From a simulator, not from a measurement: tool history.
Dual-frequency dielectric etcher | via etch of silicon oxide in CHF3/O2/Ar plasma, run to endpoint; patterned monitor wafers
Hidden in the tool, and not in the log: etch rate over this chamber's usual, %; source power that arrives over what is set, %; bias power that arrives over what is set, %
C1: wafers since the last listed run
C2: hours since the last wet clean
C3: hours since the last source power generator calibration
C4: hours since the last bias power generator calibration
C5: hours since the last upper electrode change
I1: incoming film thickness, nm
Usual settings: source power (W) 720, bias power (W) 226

{"run": 1, "hour": 0.0, "source power (W)": 720, "bias power (W)": 226, "C1": 0, "C2": 135.4, "C3": 2426.3, "C4": 2493.9, "C5": 5142.1, "I1": 512.5, "endpoint time (s)": 226.3}
{"run": 2, "hour": 28.2, "source power (W)": 720, "bias power (W)": 226, "C1": 162, "C2": 163.6, "C3": 2454.5, "C4": 2522.1, "C5": 5170.3, "I1": 506.1, "endpoint time (s)": 222.2}
{"run": 3, "hour": 98.7, "source power (W)": 720, "bias power (W)": 196, "C1": 407, "C2": 234.1, "C3": 2525.0, "C4": 2592.6, "C5": 5240.8, "I1": 513.1, "endpoint time (s)": 239.3}
{"run": 4, "hour": 153.5, "source power (W)": 580, "bias power (W)": 226, "C1": 316, "C2": 288.9, "C3": 2579.8, "C4": 2647.4, "C5": 5295.6, "I1": 512.2, "endpoint time (s)": 239.5}
{"run": 5, "hour": 220.9, "source power (W)": 580, "bias power (W)": 226, "C1": 389, "C2": 356.3, "C3": 2647.2, "C4": 2714.8, "C5": 5363.0, "I1": 512.4, "endpoint time (s)": 240.0}
{"run": 6, "hour": 245.3, "source power (W)": 580, "bias power (W)": 226, "C1": 140, "C2": 380.7, "C3": 2671.6, "C4": 2739.2, "C5": 5387.4, "I1": 511.8, "endpoint time (s)": 239.6}
{"run": 7, "hour": 281.6, "source power (W)": 680, "bias power (W)": 226, "C1": 209, "C2": 417.0, "C3": 2707.9, "C4": 2775.5, "C5": 5423.7, "I1": 515.3, "endpoint time (s)": 233.1}
{"hour": 313.9, "done": "wet clean of the chamber"}
{"run": 8, "hour": 352.4, "source power (W)": 680, "bias power (W)": 226, "C1": 270, "C2": 38.5, "C3": 2778.7, "C4": 2846.3, "C5": 5494.5, "I1": 511.0, "endpoint time (s)": 226.1}
{"hour": 362.4, "done": "bias power generator calibrated"}
{"run": 9, "hour": 388.7, "source power (W)": 680, "bias power (W)": 226, "C1": 186, "C2": 74.8, "C3": 2815.0, "C4": 26.3, "C5": 5530.8, "I1": 510.0, "endpoint time (s)": 222.3}
{"hour": 445.2, "done": "upper electrode replaced"}
{"run": 10, "hour": 457.7, "source power (W)": 720, "bias power (W)": 258, "C1": 260, "C2": 143.8, "C3": 2884.0, "C4": 95.3, "C5": 12.5, "I1": 509.3, "endpoint time (s)": 207.9}
{"run": 11, "hour": 527.3, "source power (W)": 720, "bias power (W)": 258, "C1": 402, "C2": 213.4, "C3": 2953.6, "C4": 164.9, "C5": 82.1, "I1": 511.3, "endpoint time (s)": 210.2}
{"hour": 558.7, "done": "source power generator calibrated"}
{"run": 12, "hour": 660.8, "source power (W)": 720, "bias power (W)": 226, "C1": 748, "C2": 346.9, "C3": 102.1, "C4": 298.4, "C5": 215.6, "I1": 510.5, "endpoint time (s)": 221.9}
{"run": 13, "hour": 725.8, "source power (W)": 650, "bias power (W)": 182, "C1": 375, "C2": 411.9, "C3": 167.1, "C4": 363.4, "C5": 280.6, "I1": 507.2, "endpoint time (s)": 248.0}
{"run": 14, "hour": 753.3, "source power (W)": 580, "bias power (W)": 191, "C1": 158, "C2": 439.4, "C3": 194.6, "C4": 390.9, "C5": 308.1, "I1": 511.7, "endpoint time (s)": 250.3}
{"run": 15, "hour": 797.7, "source power (W)": 870, "bias power (W)": 241, "C1": 256, "C2": 483.8, "C3": 239.0, "C4": 435.3, "C5": 352.5, "I1": 511.4, "endpoint time (s)": 206.8}
{"hour": 823.8, "done": "wet clean of the chamber"}
{"run": 16, "hour": 848.9, "source power (W)": 720, "bias power (W)": 226, "C1": 157, "C2": 25.1, "C3": 290.2, "C4": 486.5, "C5": 403.7, "I1": 509.3, "endpoint time (s)": 219.7}
{"run": 17, "hour": 879.6, "source power (W)": 880, "bias power (W)": 257, "C1": 177, "C2": 55.8, "C3": 320.9, "C4": 517.2, "C5": 434.4, "I1": 508.7, "endpoint time (s)": 198.6}
{"run": 18, "hour": 914.5, "source power (W)": 850, "bias power (W)": 226, "C1": 201, "C2": 90.7, "C3": 355.8, "C4": 552.1, "C5": 469.3, "I1": 506.3, "endpoint time (s)": 209.9}
{"run": 19, "hour": 970.3, "source power (W)": 720, "bias power (W)": 226, "C1": 322, "C2": 146.5, "C3": 411.6, "C4": 607.9, "C5": 525.1, "I1": 513.0, "endpoint time (s)": 223.4}
{"run": 20, "hour": 1153.7, "source power (W)": 720, "bias power (W)": 226, "C1": 1059, "C2": 329.9, "C3": 595.0, "C4": 791.3, "C5": 708.5, "I1": 508.4, "endpoint time (s)": 223.5}
{"run": 21, "hour": 1211.4, "source power (W)": 720, "bias power (W)": 226, "C1": 333, "C2": 387.6, "C3": 652.7, "C4": 849.0, "C5": 766.2, "I1": 512.6, "endpoint time (s)": 226.0}
{"run": 22, "hour": 1241.4, "source power (W)": 780, "bias power (W)": 199, "C1": 173, "C2": 417.6, "C3": 682.7, "C4": 879.0, "C5": 796.2, "I1": 513.3, "endpoint time (s)": 231.7}
{"hour": 1273.6, "done": "wet clean of the chamber"}
{"run": 23, "hour": 1292.4, "source power (W)": 720, "bias power (W)": 226, "C1": 156, "C2": 18.8, "C3": 733.7, "C4": 930.0, "C5": 847.2, "I1": 511.7, "endpoint time (s)": 222.0}
{"run": 24, "hour": 1327.1, "source power (W)": 580, "bias power (W)": 274, "C1": 200, "C2": 53.5, "C3": 768.4, "C4": 964.7, "C5": 881.9, "I1": 516.1, "endpoint time (s)": 220.0}
{"run": 25, "hour": 1384.0, "source power (W)": 720, "bias power (W)": 184, "C1": 328, "C2": 110.4, "C3": 825.3, "C4": 1021.6, "C5": 938.8, "I1": 507.2, "endpoint time (s)": 239.3}
{"run": 26, "hour": 1450.1, "source power (W)": 630, "bias power (W)": 172, "C1": 381, "C2": 176.5, "C3": 891.4, "C4": 1087.7, "C5": 1004.9, "I1": 509.3, "endpoint time (s)": 255.7}
{"run": 27, "hour": 1510.3, "source power (W)": 570, "bias power (W)": 254, "C1": 347, "C2": 236.7, "C3": 951.6, "C4": 1147.9, "C5": 1065.1, "I1": 515.1, "endpoint time (s)": 228.8}
{"run": 28, "hour": 1556.3, "source power (W)": 770, "bias power (W)": 188, "C1": 265, "C2": 282.7, "C3": 997.6, "C4": 1193.9, "C5": 1111.1, "I1": 509.5, "endpoint time (s)": 234.5}
{"run": 29, "hour": 1603.4, "source power (W)": 570, "bias power (W)": 266, "C1": 272, "C2": 329.8, "C3": 1044.7, "C4": 1241.0, "C5": 1158.2, "I1": 509.4, "endpoint time (s)": 222.8}
{"run": 30, "hour": 1637.9, "source power (W)": 570, "bias power (W)": 196, "C1": 199, "C2": 364.3, "C3": 1079.2, "C4": 1275.5, "C5": 1192.7, "I1": 510.6, "endpoint time (s)": 252.0}
{"run": 31, "hour": 1681.3, "source power (W)": 720, "bias power (W)": 226, "C1": 250, "C2": 407.7, "C3": 1122.6, "C4": 1318.9, "C5": 1236.1, "I1": 510.0, "endpoint time (s)": 225.5}
{"run": 32, "hour": 1732.7, "source power (W)": 820, "bias power (W)": 226, "C1": 297, "C2": 459.1, "C3": 1174.0, "C4": 1370.3, "C5": 1287.5, "I1": 505.6, "endpoint time (s)": 215.7}
{"run": 33, "hour": 1784.8, "source power (W)": 670, "bias power (W)": 226, "C1": 301, "C2": 511.2, "C3": 1226.1, "C4": 1422.4, "C5": 1339.6, "I1": 513.1, "endpoint time (s)": 232.0}
{"hour": 1846.4, "done": "wet clean of the chamber"}
{"run": 34, "hour": 1846.9, "source power (W)": 800, "bias power (W)": 226, "C1": 220, "C2": 0.5, "C3": 1288.2, "C4": 1484.5, "C5": 1401.7, "I1": 511.6, "endpoint time (s)": 216.4}
{"run": 35, "hour": 1885.2, "source power (W)": 590, "bias power (W)": 243, "C1": 221, "C2": 38.8, "C3": 1326.5, "C4": 1522.8, "C5": 1440.0, "I1": 513.1, "endpoint time (s)": 229.3}

What the log doesn't show, run by run:
source power that arrives over what is set, %: 0 in every run
H1: etch rate over this chamber's usual, %
H2: bias power that arrives over what is set, %
run=1 H1=-0.833 H2=-4.83
run=2 H1=-0.941 H2=-4.84
run=3 H1=-1.21 H2=-4.87
run=4 H1=-1.42 H2=-4.89
run=5 H1=-1.67 H2=-4.91
run=6 H1=-1.77 H2=-4.92
run=7 H1=-1.91 H2=-4.93
run=8 H1=-0.112 H2=-4.95
run=9 H1=-0.25 H2=0.435
run=10 H1=-0.512 H2=0.0836
run=11 H1=-0.777 H2=-0.246
run=12 H1=-1.29 H2=-0.817
run=13 H1=-1.53 H2=-1.07
run=14 H1=-1.64 H2=-1.17
run=15 H1=-1.81 H2=-1.33
run=16 H1=-0.263 H2=-1.5
run=17 H1=-0.38 H2=-1.6
run=18 H1=-0.513 H2=-1.71
run=19 H1=-0.725 H2=-1.87
run=20 H1=-1.42 H2=-2.36
run=21 H1=-1.64 H2=-2.49
run=22 H1=-1.76 H2=-2.56
run=23 H1=-0.23 H2=-2.67
run=24 H1=-0.362 H2=-2.74
run=25 H1=-0.579 H2=-2.85
run=26 H1=-0.83 H2=-2.97
run=27 H1=-1.06 H2=-3.07
run=28 H1=-1.23 H2=-3.15
run=29 H1=-1.41 H2=-3.22
run=30 H1=-1.55 H2=-3.27
run=31 H1=-1.71 H2=-3.33
run=32 H1=-1.91 H2=-3.4
run=33 H1=-2.1 H2=-3.47
run=34 H1=-0.278 H2=-3.55
run=35 H1=-0.424 H2=-3.59
